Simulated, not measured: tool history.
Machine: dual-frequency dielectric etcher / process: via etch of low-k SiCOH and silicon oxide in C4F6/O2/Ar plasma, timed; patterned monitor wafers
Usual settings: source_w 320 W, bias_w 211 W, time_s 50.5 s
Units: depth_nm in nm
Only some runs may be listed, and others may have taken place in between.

| run | hour | source_w | bias_w | time_s | read-back reference wafer on the same gauge, depth_nm | depth_nm |
|---|---|---|---|---|---|---|
| 1 | 0.0 | 320 | 211 | 50.5 | 125.1 | 123.0 |
| 2 | 49.4 | 320 | 211 | 50.5 | 125.0 | 122.4 |
|  | 77.9 | gauge calibrated |
|  | 79.4 | bias power generator calibrated |
| 3 | 86.8 | 320 | 226 | 43.0 | 124.9 | 107.5 |
| 4 | 111.2 | 320 | 226 | 43.0 | 125.1 | 106.9 |
| 5 | 153.6 | 320 | 211 | 57.5 | 124.9 | 137.1 |
|  | 194.6 | source power generator calibrated |
| 6 | 210.6 | 320 | 211 | 57.5 | 125.0 | 139.6 |
| 7 | 247.3 | 320 | 211 | 57.5 | 124.8 | 138.0 |
| 8 | 316.2 | 380 | 190 | 59.0 | 124.7 | 143.1 |
| 9 | 360.3 | 370 | 246 | 43.5 | 124.9 | 114.2 |
| 10 | 400.9 | 320 | 170 | 42.0 | 124.7 | 92.1 |
| 11 | 441.5 | 280 | 211 | 50.5 | 125.3 | 112.7 |
| 12 | 484.2 | 320 | 211 | 58.5 | 125.1 | 136.2 |
|  | 512.6 | wet clean of the chamber |
| 13 | 550.0 | 320 | 211 | 50.5 | 125.0 | 124.1 |
| 14 | 599.7 | 350 | 211 | 50.5 | 125.0 | 126.8 |
| 15 | 632.3 | 320 | 192 | 65.5 | 125.3 | 154.4 |
| 16 | 698.0 | 320 | 211 | 50.5 | 124.9 | 123.4 |
| 17 | 758.3 | 290 | 211 | 50.5 | 124.9 | 118.4 |
| 18 | 888.9 | 370 | 211 | 50.5 | 124.9 | 126.3 |
| 19 | 957.5 | 300 | 254 | 36.5 | 125.0 | 91.5 |
| 20 | 992.1 | 380 | 228 | 63.0 | 125.1 | 165.5 |
| 21 | 1016.1 | 290 | 183 | 37.0 | 125.2 | 81.2 |
| 22 | 1065.3 | 260 | 211 | 50.5 | 124.8 | 110.5 |
|  | 1094.8 | wet clean of the chamber |
| 23 | 1104.4 | 320 | 170 | 63.5 | 125.0 | 144.5 |
| 24 | 1139.0 | 320 | 211 | 50.5 | 125.0 | 122.6 |
| 25 | 1210.4 | 320 | 211 | 50.5 | 125.4 | 122.3 |
| 26 | 1269.0 | 370 | 211 | 45.5 | 125.1 | 116.4 |
| 27 | 1314.1 | 340 | 211 | 36.0 | 124.9 | 88.8 |
| 28 | 1383.2 | 360 | 230 | 38.0 | 124.9 | 97.8 |
| 29 | 1443.3 | 380 | 232 | 50.5 | 125.2 | 132.5 |

5 options for the next run, each taken on its own from the tool as it stands now. Forecast them:
| A | 1443.7 | 320 | 211 | 50.5 | ? | ? |
| B | 1443.7 | 340 | 249 | 50.5 | ? | ? |
| C | 1443.7 | 260 | 211 | 37.0 | ? | ? |
| D | 1443.7 | 320 | 211 | 42.0 | ? | ? |
| E | 1443.7 | 320 | 162 | 50.5 | ? | ? |

| run | read-back reference wafer on the same gauge, depth_nm | depth_nm |
|---|---|---|
| A | 125.2 | 119.4 |
| B | 125.2 | 129.5 |
| C | 125.2 | 81.3 |
| D | 125.2 | 99.3 |
| E | 125.2 | 108.7 |
Stripped of hidden state, with their random variation kept, the same runs would have yielded:
| run | depth_nm |
|---|---|
| A | 123.2 |
| B | 133.7 |
| C | 83.9 |
| D | 102.4 |
| E | 112.1 |
